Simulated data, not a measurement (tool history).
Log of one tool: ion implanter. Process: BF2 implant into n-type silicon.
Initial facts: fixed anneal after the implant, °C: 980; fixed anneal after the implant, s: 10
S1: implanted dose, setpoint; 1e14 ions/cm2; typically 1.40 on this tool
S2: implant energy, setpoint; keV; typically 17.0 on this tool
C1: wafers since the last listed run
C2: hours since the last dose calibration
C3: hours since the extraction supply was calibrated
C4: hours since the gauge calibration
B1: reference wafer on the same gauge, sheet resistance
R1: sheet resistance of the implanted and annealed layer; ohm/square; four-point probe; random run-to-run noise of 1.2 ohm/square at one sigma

run,hour,S1,S2,C1,C2,C3,C4,B1,R1
1,0.0,1.22,17.0,0,584.1,4824.1,216.2,651.86,870.08
2,27.6,1.40,13.0,399,611.7,4851.7,243.8,651.82,792.67
3,48.6,1.40,14.0,303,632.7,4872.7,264.8,651.86,785.09
4,69.8,1.40,14.0,306,653.9,4893.9,286.0,652.13,785.16
5,91.1,1.40,14.0,308,675.2,4915.2,307.3,652.10,786.50
6,123.3,1.40,17.0,465,707.4,4947.4,339.5,652.15,770.20
7,152.6,1.52,19.0,423,736.7,4976.7,368.8,652.12,702.73
# hour 164.6: gauge calibrated
# hour 168.9: Faraday cup replaced and dose calibrated
8,187.5,1.40,17.0,389,18.6,5011.6,22.9,652.45,777.24
9,204.6,1.40,21.5,247,35.7,5028.7,40.0,652.06,753.53
10,235.8,1.15,17.0,451,66.9,5059.9,71.2,652.05,922.55
11,281.1,1.40,17.0,655,112.2,5105.2,116.5,651.90,773.44
12,296.8,1.61,12.5,227,127.9,5120.9,132.2,651.90,708.35
# hour 329.2: extraction supply calibrated
13,331.6,1.40,13.0,387,162.7,2.4,167.0,652.00,793.35
14,349.7,1.22,15.0,261,180.8,20.5,185.1,652.52,886.91
15,382.6,1.76,14.0,476,213.7,53.4,218.0,651.91,644.28
16,416.3,1.77,15.0,487,247.4,87.1,251.7,651.55,633.60
17,428.8,1.40,17.0,180,259.9,99.6,264.2,652.25,769.77

4 ways to go on from here, each from the tool as it stands after run 17. What would each give?
A,429.2,1.40,21.0,5,260.3,100.0,264.6,?,?
B,429.2,1.20,11.0,5,260.3,100.0,264.6,?,?
C,429.2,1.40,12.5,5,260.3,100.0,264.6,?,?
D,429.2,1.18,22.5,5,260.3,100.0,264.6,?,?

run,B1,R1
A,651.83,748.15
B,651.83,918.95
C,651.83,794.61
D,651.83,857.85
What these runs would have given with no unlogged condition in the tool:
run,R1
A,754.47
B,926.55
C,801.32
D,864.82
